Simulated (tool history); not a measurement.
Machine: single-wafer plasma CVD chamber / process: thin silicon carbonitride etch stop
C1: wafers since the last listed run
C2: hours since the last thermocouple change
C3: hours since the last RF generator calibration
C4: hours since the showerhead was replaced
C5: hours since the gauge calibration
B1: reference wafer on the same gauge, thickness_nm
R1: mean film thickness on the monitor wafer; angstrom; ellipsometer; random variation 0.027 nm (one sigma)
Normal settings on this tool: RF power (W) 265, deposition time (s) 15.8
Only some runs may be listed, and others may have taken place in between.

Run 1, hour 0: usual settings; C1 0; C2 1535.9; C3 687.2; C4 6648.2; C5 730.7; B1 7.6. Result: R1 89.7 angstrom.
Run 2, hour 44.2: usual settings; C1 768; C2 1580.1; C3 731.4; C4 6692.4; C5 774.9; B1 7.605. Result: R1 89.6 angstrom.
Run 3, hour 136.3: usual settings; C1 1601; C2 1672.2; C3 823.5; C4 6784.5; C5 867; B1 7.606. Result: R1 89.37 angstrom.
Run 4, hour 201.7: usual settings; C1 1137; C2 1737.6; C3 888.9; C4 6849.9; C5 932.4; B1 7.591. Result: R1 89.43 angstrom.
Run 5, hour 246.1: usual settings; C1 771; C2 1782; C3 933.3; C4 6894.3; C5 976.8; B1 7.594. Result: R1 89.02 angstrom.
Run 6, hour 335: usual settings but deposition time (s) 13.8; C1 1545; C2 1870.9; C3 1022.2; C4 6983.2; C5 1065.7; B1 7.605. Result: R1 78.56 angstrom.
Run 7, hour 412.7: usual settings but deposition time (s) 13.8; C1 1350; C2 1948.6; C3 1099.9; C4 7060.9; C5 1143.4; B1 7.601. Result: R1 78.13 angstrom.
Run 8, hour 504.3: usual settings but deposition time (s) 13.8; C1 1592; C2 2040.2; C3 1191.5; C4 7152.5; C5 1235; B1 7.598. Result: R1 78.27 angstrom.
At hour 539.5: RF generator calibrated.
Run 9, hour 578.1: usual settings but deposition time (s) 14.6; C1 1144; C2 2114; C3 38.6; C4 7226.3; C5 1308.8; B1 7.603. Result: R1 82.4 angstrom.
Run 10, hour 676.2: usual settings but deposition time (s) 14.6; C1 1705; C2 2212.1; C3 136.7; C4 7324.4; C5 1406.9; B1 7.597. Result: R1 82.85 angstrom.
Run 11, hour 724: usual settings but RF power (W) 235, deposition time (s) 15; C1 831; C2 2259.9; C3 184.5; C4 7372.2; C5 1454.7; B1 7.605. Result: R1 81.59 angstrom.
Run 12, hour 811.5: usual settings but RF power (W) 235, deposition time (s) 15; C1 1521; C2 2347.4; C3 272; C4 7459.7; C5 1542.2; B1 7.595. Result: R1 81.62 angstrom.
Run 13, hour 910.5: usual settings but RF power (W) 235, deposition time (s) 15; C1 1721; C2 2446.4; C3 371; C4 7558.7; C5 1641.2; B1 7.601. Result: R1 81.39 angstrom.
At hour 971.6: thermocouple changed; heater temperature recalibrated.
Run 14, hour 1006.3: usual settings but RF power (W) 300, deposition time (s) 13.8; C1 1526; C2 34.7; C3 466.8; C4 7654.5; C5 1737; B1 7.605. Result: R1 81.59 angstrom.
Run 15, hour 1071.5: usual settings but RF power (W) 300, deposition time (s) 13.8; C1 1133; C2 99.9; C3 532; C4 7719.7; C5 1802.2; B1 7.593. Result: R1 81.25 angstrom.
Run 16, hour 1132.2: usual settings but RF power (W) 230; C1 1055; C2 160.6; C3 592.7; C4 7780.4; C5 1862.9; B1 7.601. Result: R1 85.39 angstrom.
Run 17, hour 1217.5: usual settings but RF power (W) 230; C1 1483; C2 245.9; C3 678; C4 7865.7; C5 1948.2; B1 7.598. Result: R1 86.04 angstrom.
Run 18, hour 1312.3: usual settings but RF power (W) 315, deposition time (s) 16.6; C1 1648; C2 340.7; C3 772.8; C4 7960.5; C5 2043; B1 7.602. Result: R1 99.33 angstrom.
Run 19, hour 1367.7: usual settings; C1 963; C2 396.1; C3 828.2; C4 8015.9; C5 2098.4; B1 7.602. Result: R1 89.76 angstrom.
At hour 1419.7: showerhead replaced.
At hour 1423.7: gauge calibrated.
Run 20, hour 1472.7: usual settings but RF power (W) 295, deposition time (s) 16.8; C1 1686; C2 501.1; C3 933.2; C4 53; C5 49; B1 7.599. Result: R1 99.02 angstrom.
Run 21, hour 1580: usual settings; C1 1865; C2 608.4; C3 1040.5; C4 160.3; C5 156.3; B1 7.596. Result: R1 89.37 angstrom.
Run 22, hour 1670.7: usual settings; C1 1576; C2 699.1; C3 1131.2; C4 251; C5 247; B1 7.599. Result: R1 89.89 angstrom.
Run 23, hour 1719.7: usual settings but RF power (W) 285, deposition time (s) 17.1; C1 851; C2 748.1; C3 1180.2; C4 300; C5 296; B1 7.601. Result: R1 98.77 angstrom.
Run 24, hour 1779.6: usual settings but RF power (W) 245; C1 1041; C2 808; C3 1240.1; C4 359.9; C5 355.9; B1 7.601. Result: R1 87.25 angstrom.
At hour 1872.9: RF generator calibrated.
Run 25, hour 1873.6: usual settings but RF power (W) 240; C1 1495; C2 902; C3 0.7; C4 453.9; C5 449.9; B1 7.598. Result: R1 86.32 angstrom.
Run 26, hour 1964.2: usual settings but RF power (W) 300, deposition time (s) 16.7; C1 1575; C2 992.6; C3 91.3; C4 544.5; C5 540.5; B1 7.601. Result: R1 98.75 angstrom.
Run 27, hour 2014.2: usual settings but RF power (W) 230, deposition time (s) 18; C1 869; C2 1042.6; C3 141.3; C4 594.5; C5 590.5; B1 7.601. Result: R1 97.86 angstrom.
Run 28, hour 2115.9: usual settings; C1 1768; C2 1144.3; C3 243; C4 696.2; C5 692.2; B1 7.593. Result: R1 89.15 angstrom.
Run 29, hour 2157.7: usual settings but RF power (W) 290; C1 726; C2 1186.1; C3 284.8; C4 738; C5 734; B1 7.597. Result: R1 92.36 angstrom.
Run 30, hour 2241.1: usual settings; C1 1450; C2 1269.5; C3 368.2; C4 821.4; C5 817.4; B1 7.594. Result: R1 89.06 angstrom.
Run 31, hour 2336: usual settings but RF power (W) 215, deposition time (s) 12.8; C1 1649; C2 1364.4; C3 463.1; C4 916.3; C5 912.3; B1 7.595. Result: R1 67.63 angstrom.
Run 32, hour 2416.3: usual settings but deposition time (s) 18; C1 1396; C2 1444.7; C3 543.4; C4 996.6; C5 992.6; B1 7.601. Result: R1 101.94 angstrom.
Run 33, hour 2452.5: usual settings; C1 629; C2 1480.9; C3 579.6; C4 1032.8; C5 1028.8; B1 7.606. Result: R1 89.91 angstrom.
Run 34, hour 2516: usual settings but deposition time (s) 17; C1 1104; C2 1544.4; C3 643.1; C4 1096.3; C5 1092.3; B1 7.591. Result: R1 96.09 angstrom.
Run 35, hour 2564.6: usual settings; C1 844; C2 1593; C3 691.7; C4 1144.9; C5 1140.9; B1 7.607. Result: R1 89.82 angstrom.

5 ways to go on from here, each from the tool as it stands after run 35. What would each give?
Run A, hour 2565: usual settings but deposition time (s) 14.7; C1 6; C2 1593.4; C3 692.1; C4 1145.3; C5 1141.3; B1 ?. Result: R1 ?.
Run B, hour 2565: usual settings but RF power (W) 235, deposition time (s) 13.4; C1 6; C2 1593.4; C3 692.1; C4 1145.3; C5 1141.3; B1 ?. Result: R1 ?.
Run C, hour 2565: usual settings but RF power (W) 305, deposition time (s) 17.4; C1 6; C2 1593.4; C3 692.1; C4 1145.3; C5 1141.3; B1 ?. Result: R1 ?.
Run D, hour 2565: usual settings but RF power (W) 300; C1 6; C2 1593.4; C3 692.1; C4 1145.3; C5 1141.3; B1 ?. Result: R1 ?.
Run E, hour 2565: usual settings but RF power (W) 315, deposition time (s) 13.9; C1 6; C2 1593.4; C3 692.1; C4 1145.3; C5 1141.3; B1 ?. Result: R1 ?.

run     B1      R1
  A  7.608   83.14
  B  7.608   72.79
  C  7.608  103.09
  D  7.608   93.11
  E  7.608   83.23
Had the tool no hidden state, the same runs would have come out as:
run      R1
  A   83.14
  B   72.79
  C  103.09
  D   93.11
  E   83.23
